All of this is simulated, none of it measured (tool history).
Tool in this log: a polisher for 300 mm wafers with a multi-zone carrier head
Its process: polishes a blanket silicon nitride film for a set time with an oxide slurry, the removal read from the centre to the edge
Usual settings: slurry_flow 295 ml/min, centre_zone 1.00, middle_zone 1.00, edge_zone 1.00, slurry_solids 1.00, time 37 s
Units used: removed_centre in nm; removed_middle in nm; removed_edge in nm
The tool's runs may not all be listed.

run	hour	slurry_flow	centre_zone	middle_zone	edge_zone	slurry_solids	time	wafers since the last listed run	wafers polished on this pad	hours since the slurry nozzle was cleaned	hours since the centre zone pressure was calibrated	hours since the edge zone pressure was calibrated	hours since the carrier head's membrane was replaced	incoming thickness of the incoming film, nm	removed_centre	removed_middle	removed_edge
1	0.0	295	1.00	1.00	0.93	1.00	37	0	338	330.9	990.3	114.6	1086.7	502.1	15.6	15.6	15.0
2	38.6	375	1.00	1.00	1.00	1.00	31	362	700	369.5	1028.9	153.2	1125.3	492.2	13.1	12.9	13.1
# hour 77.6: worn pad replaced by a new one
3	78.1	295	1.00	1.00	1.00	1.20	37	333	4	409.0	1068.4	192.7	1164.8	502.0	17.2	17.3	17.2
4	131.1	295	1.00	1.00	1.00	1.00	37	497	502	462.0	1121.4	245.7	1217.8	498.5	15.4	15.0	15.5
5	188.6	295	1.00	1.00	1.00	1.00	37	540	1042	519.5	1178.9	303.2	1275.3	507.2	15.1	15.3	15.1
# hour 208.6: worn pad replaced by a new one
6	218.3	295	1.00	1.00	1.00	1.00	37	241	90	549.2	1208.6	332.9	1305.0	498.2	15.7	15.8	15.8
7	262.4	295	1.00	1.00	1.00	1.00	41	414	504	593.3	1252.7	377.0	1349.1	499.8	17.1	17.3	17.2
# hour 277.3: centre zone pressure recalibrated
# hour 281.1: carrier head's membrane replaced by a new one
8	293.6	295	0.94	1.04	1.00	1.25	47	238	743	624.5	16.3	408.2	12.5	503.5	20.4	21.9	21.7
# hour 297.1: slurry nozzle cleaned
9	335.0	295	1.00	1.00	1.11	1.00	37	379	1122	37.9	57.7	449.6	53.9	498.7	14.8	14.9	16.0
# hour 354.1: worn pad replaced by a new one
10	386.7	295	1.00	1.09	1.00	0.70	37	448	306	89.6	109.4	501.3	105.6	500.9	12.4	13.4	12.5
# hour 449.9: edge zone pressure recalibrated
11	458.4	295	1.00	1.00	1.00	1.00	37	654	961	161.3	181.1	8.5	177.3	497.2	14.9	15.3	15.3
# hour 475.9: worn pad replaced by a new one
12	506.2	260	1.00	1.00	1.00	1.00	37	411	284	209.1	228.9	56.3	225.1	506.7	15.2	15.4	15.3
13	538.1	295	1.00	1.06	1.11	1.00	37	299	583	241.0	260.8	88.2	257.0	493.7	15.3	15.9	15.9
# hour 592.9: worn pad replaced by a new one
14	598.7	295	1.00	1.00	0.88	1.10	37	531	54	301.6	321.4	148.8	317.6	498.7	16.5	16.5	15.5
15	622.7	295	0.94	1.04	1.00	1.25	47	225	279	325.6	345.4	172.8	341.6	500.8	20.6	22.7	22.0

Measured minus without-hidden-state, run by run (identical run-to-run variation in each term; gauge scatter may differ):
Hidden state at play: removal rate lost through wear of the pad, %; slurry flow missing at the pad, %; deviation of the centre zone's pressure from its setpoint, %; deviation of the edge zone's pressure from its setpoint, %.
run	removed_centre	removed_middle	removed_edge
1	-0.3	-0.2	-0.3
2	-0.4	-0.4	-0.4
3	-0.1	+0.0	+0.0
4	-0.4	-0.4	-0.4
5	-0.8	-0.9	-0.8
6	-0.1	-0.1	-0.1
7	-0.4	-0.5	-0.4
8	-0.9	-0.9	-0.9
9	-1.0	-0.9	-0.9
10	-0.2	-0.2	-0.2
11	-0.8	-0.8	-0.8
12	-0.4	-0.4	-0.4
13	-0.6	-0.6	-0.6
14	-0.1	-0.1	-0.1
15	-0.4	-0.5	-0.4

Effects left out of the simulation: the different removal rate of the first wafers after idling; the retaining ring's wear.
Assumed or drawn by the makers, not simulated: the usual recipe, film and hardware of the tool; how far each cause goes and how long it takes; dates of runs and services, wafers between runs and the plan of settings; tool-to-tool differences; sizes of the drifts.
